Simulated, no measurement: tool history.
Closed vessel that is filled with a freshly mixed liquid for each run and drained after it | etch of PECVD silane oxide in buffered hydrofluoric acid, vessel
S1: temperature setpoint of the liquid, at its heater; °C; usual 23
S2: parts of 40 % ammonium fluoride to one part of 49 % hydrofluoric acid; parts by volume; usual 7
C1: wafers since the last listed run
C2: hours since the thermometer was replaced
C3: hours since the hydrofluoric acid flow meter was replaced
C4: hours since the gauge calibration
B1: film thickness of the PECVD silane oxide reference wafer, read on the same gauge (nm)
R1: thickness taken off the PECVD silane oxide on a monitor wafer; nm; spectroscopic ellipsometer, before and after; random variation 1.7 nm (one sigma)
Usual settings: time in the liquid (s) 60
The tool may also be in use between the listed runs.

{"run": 1, "hour": 0.0, "S1": 23, "S2": 7, "time in the liquid (s)": 60, "C1": 0, "C2": 1923.4, "C3": 481.6, "C4": 496.7, "B1": 80.01, "R1": 179.44}
{"run": 2, "hour": 26.8, "S1": 23, "S2": 7, "time in the liquid (s)": 60, "C1": 2467, "C2": 1950.2, "C3": 508.4, "C4": 523.5, "B1": 80, "R1": 181.28}
{"run": 3, "hour": 43.9, "S1": 23, "S2": 7, "time in the liquid (s)": 35, "C1": 1574, "C2": 1967.3, "C3": 525.5, "C4": 540.6, "B1": 80, "R1": 105.2}
{"run": 4, "hour": 64.1, "S1": 23, "S2": 7, "time in the liquid (s)": 35, "C1": 1859, "C2": 1987.5, "C3": 545.7, "C4": 560.8, "B1": 80.02, "R1": 107.62}
{"run": 5, "hour": 97.6, "S1": 23, "S2": 7, "time in the liquid (s)": 35, "C1": 3083, "C2": 2021, "C3": 579.2, "C4": 594.3, "B1": 80.02, "R1": 106.18}
{"run": 6, "hour": 128.8, "S1": 21.5, "S2": 7, "time in the liquid (s)": 40, "C1": 2872, "C2": 2052.2, "C3": 610.4, "C4": 625.5, "B1": 79.99, "R1": 112.3}
{"run": 7, "hour": 159.7, "S1": 23, "S2": 7, "time in the liquid (s)": 60, "C1": 2844, "C2": 2083.1, "C3": 641.3, "C4": 656.4, "B1": 80.02, "R1": 184.48}
{"run": 8, "hour": 177.6, "S1": 23, "S2": 7, "time in the liquid (s)": 60, "C1": 1647, "C2": 2101, "C3": 659.2, "C4": 674.3, "B1": 80, "R1": 184.46}
{"run": 9, "hour": 211.3, "S1": 23, "S2": 7, "time in the liquid (s)": 60, "C1": 3102, "C2": 2134.7, "C3": 692.9, "C4": 708, "B1": 79.99, "R1": 184.74}
{"run": 10, "hour": 237.6, "S1": 23, "S2": 7, "time in the liquid (s)": 60, "C1": 2421, "C2": 2161, "C3": 719.2, "C4": 734.3, "B1": 79.98, "R1": 185.94}
{"run": 11, "hour": 255.9, "S1": 23, "S2": 7, "time in the liquid (s)": 60, "C1": 1684, "C2": 2179.3, "C3": 737.5, "C4": 752.6, "B1": 80, "R1": 184.78}
{"run": 12, "hour": 273.9, "S1": 23, "S2": 7, "time in the liquid (s)": 60, "C1": 1657, "C2": 2197.3, "C3": 755.5, "C4": 770.6, "B1": 79.99, "R1": 184.13}
{"run": 13, "hour": 299.1, "S1": 23, "S2": 7, "time in the liquid (s)": 60, "C1": 2319, "C2": 2222.5, "C3": 780.7, "C4": 795.8, "B1": 79.98, "R1": 188.13}
{"run": 14, "hour": 329.4, "S1": 25, "S2": 7, "time in the liquid (s)": 60, "C1": 2789, "C2": 2252.8, "C3": 811, "C4": 826.1, "B1": 80.01, "R1": 210.34}
{"run": 15, "hour": 358.6, "S1": 23, "S2": 7, "time in the liquid (s)": 60, "C1": 2688, "C2": 2282, "C3": 840.2, "C4": 855.3, "B1": 79.97, "R1": 186.16}
{"run": 16, "hour": 373.5, "S1": 23, "S2": 9, "time in the liquid (s)": 45, "C1": 1371, "C2": 2296.9, "C3": 855.1, "C4": 870.2, "B1": 80.02, "R1": 110.48}
{"hour": 388.6, "done": "thermometer replaced"}
{"run": 17, "hour": 389.1, "S1": 20.5, "S2": 9, "time in the liquid (s)": 60, "C1": 1344, "C2": 0.5, "C3": 870.7, "C4": 885.8, "B1": 80.01, "R1": 130.02}
{"run": 18, "hour": 415.9, "S1": 23, "S2": 7, "time in the liquid (s)": 60, "C1": 2467, "C2": 27.3, "C3": 897.5, "C4": 912.6, "B1": 80.01, "R1": 189.99}
{"hour": 427.4, "done": "hydrofluoric acid flow meter replaced"}
{"hour": 430.6, "done": "gauge calibrated"}
{"run": 19, "hour": 438.5, "S1": 26.5, "S2": 9.5, "time in the liquid (s)": 60, "C1": 1988, "C2": 49.9, "C3": 11.1, "C4": 7.9, "B1": 80, "R1": 152.53}
{"run": 20, "hour": 452.8, "S1": 19.5, "S2": 9, "time in the liquid (s)": 50, "C1": 1316, "C2": 64.2, "C3": 25.4, "C4": 22.2, "B1": 80.03, "R1": 90.25}
{"run": 21, "hour": 476.7, "S1": 23, "S2": 7, "time in the liquid (s)": 60, "C1": 2200, "C2": 88.1, "C3": 49.3, "C4": 46.1, "B1": 80, "R1": 173.56}
{"run": 22, "hour": 501.6, "S1": 23, "S2": 7, "time in the liquid (s)": 40, "C1": 2292, "C2": 113, "C3": 74.2, "C4": 71, "B1": 80, "R1": 115.46}
{"run": 23, "hour": 522.4, "S1": 23, "S2": 7, "time in the liquid (s)": 60, "C1": 1914, "C2": 133.8, "C3": 95, "C4": 91.8, "B1": 80.01, "R1": 171.16}
{"run": 24, "hour": 536.3, "S1": 23, "S2": 8, "time in the liquid (s)": 85, "C1": 1279, "C2": 147.7, "C3": 108.9, "C4": 105.7, "B1": 80.04, "R1": 212.43}
{"run": 25, "hour": 556.3, "S1": 23, "S2": 7, "time in the liquid (s)": 60, "C1": 1841, "C2": 167.7, "C3": 128.9, "C4": 125.7, "B1": 80.01, "R1": 173.75}
{"run": 26, "hour": 583.2, "S1": 23, "S2": 9, "time in the liquid (s)": 60, "C1": 2476, "C2": 194.6, "C3": 155.8, "C4": 152.6, "B1": 80.05, "R1": 134.64}
{"run": 27, "hour": 665.1, "S1": 27.5, "S2": 9, "time in the liquid (s)": 60, "C1": 7539, "C2": 276.5, "C3": 237.7, "C4": 234.5, "B1": 79.97, "R1": 173.48}
{"run": 28, "hour": 693.8, "S1": 21, "S2": 8.5, "time in the liquid (s)": 40, "C1": 2642, "C2": 305.2, "C3": 266.4, "C4": 263.2, "B1": 79.99, "R1": 84.51}

Forecast each of these 3 alternatives for the next run:
{"run": "A", "hour": 694.5, "S1": 23, "S2": 7, "time in the liquid (s)": 60, "C1": 64, "C2": 305.9, "C3": 267.1, "C4": 263.9, "B1": "?", "R1": "?"}
{"run": "B", "hour": 694.5, "S1": 23, "S2": 5, "time in the liquid (s)": 60, "C1": 64, "C2": 305.9, "C3": 267.1, "C4": 263.9, "B1": "?", "R1": "?"}
{"run": "C", "hour": 694.5, "S1": 26.5, "S2": 8.5, "time in the liquid (s)": 45, "C1": 64, "C2": 305.9, "C3": 267.1, "C4": 263.9, "B1": "?", "R1": "?"}

run=A B1=80 R1=176.52
run=B B1=80 R1=236.1
run=C B1=80 R1=130.92
Without the tool's hidden state the same runs would have given:
run=A R1=170.17
run=B R1=226.94
run=C R1=125.08
